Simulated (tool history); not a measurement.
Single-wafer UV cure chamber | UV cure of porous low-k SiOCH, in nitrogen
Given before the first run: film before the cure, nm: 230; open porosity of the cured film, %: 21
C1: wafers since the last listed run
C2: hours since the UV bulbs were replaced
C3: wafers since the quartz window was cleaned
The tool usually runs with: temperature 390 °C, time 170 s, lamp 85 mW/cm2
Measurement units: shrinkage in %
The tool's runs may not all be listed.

run 1 hour=0.0 | temperature=390 time=120 lamp=85 | C1=0 C2=2488.6 C3=787 | shrinkage=8.111
run 2 hour=15.1 | temperature=390 time=120 lamp=85 | C1=132 C2=2503.7 C3=919 | shrinkage=8.156
run 3 hour=26.5 | temperature=390 time=110 lamp=85 | C1=99 C2=2515.1 C3=1019 | shrinkage=7.555
run 4 hour=43.6 | temperature=390 time=110 lamp=85 | C1=149 C2=2532.2 C3=1169 | shrinkage=7.347
run 5 hour=50.1 | temperature=390 time=210 lamp=85 | C1=56 C2=2538.7 C3=1226 | shrinkage=10.028
run 6 hour=67.1 | temperature=390 time=95 lamp=85 | C1=148 C2=2555.7 C3=1375 | shrinkage=6.752
-- hour=75.7 UV bulbs replaced
-- hour=84.9 quartz window cleaned
run 7 hour=85.4 | temperature=390 time=170 lamp=85 | C1=20 C2=9.7 C3=4 | shrinkage=10.115
run 8 hour=93.4 | temperature=390 time=170 lamp=64 | C1=70 C2=17.7 C3=74 | shrinkage=9.182
run 9 hour=108.7 | temperature=408 time=220 lamp=105 | C1=134 C2=33.0 C3=208 | shrinkage=12.765
run 10 hour=116.3 | temperature=390 time=140 lamp=108 | C1=66 C2=40.6 C3=274 | shrinkage=10.450
run 11 hour=126.9 | temperature=373 time=170 lamp=47 | C1=92 C2=51.2 C3=367 | shrinkage=7.165
run 12 hour=144.6 | temperature=405 time=125 lamp=112 | C1=155 C2=68.9 C3=523 | shrinkage=10.026
run 13 hour=151.5 | temperature=401 time=85 lamp=85 | C1=60 C2=75.8 C3=583 | shrinkage=7.070
run 14 hour=163.9 | temperature=408 time=170 lamp=85 | C1=108 C2=88.2 C3=692 | shrinkage=10.144
run 15 hour=197.2 | temperature=390 time=120 lamp=85 | C1=291 C2=121.5 C3=984 | shrinkage=8.189
run 16 hour=207.3 | temperature=390 time=260 lamp=123 | C1=88 C2=131.6 C3=1072 | shrinkage=13.324
run 17 hour=224.4 | temperature=402 time=260 lamp=49 | C1=149 C2=148.7 C3=1222 | shrinkage=9.074

3 options for the next run, each taken on its own from the tool as it stands now. Forecast them:
run A hour=224.9 | temperature=390 time=170 lamp=71 | C1=4 C2=149.2 C3=1226 | shrinkage=?
run B hour=224.9 | temperature=410 time=95 lamp=46 | C1=4 C2=149.2 C3=1226 | shrinkage=?
run C hour=224.9 | temperature=410 time=170 lamp=85 | C1=4 C2=149.2 C3=1226 | shrinkage=?

run=A shrinkage=8.737
run=B shrinkage=4.962
run=C shrinkage=9.872
Take away the tool's hidden state, keep each run's random variation, and the runs would have read:
run=A shrinkage=9.585
run=B shrinkage=5.665
run=C shrinkage=10.743
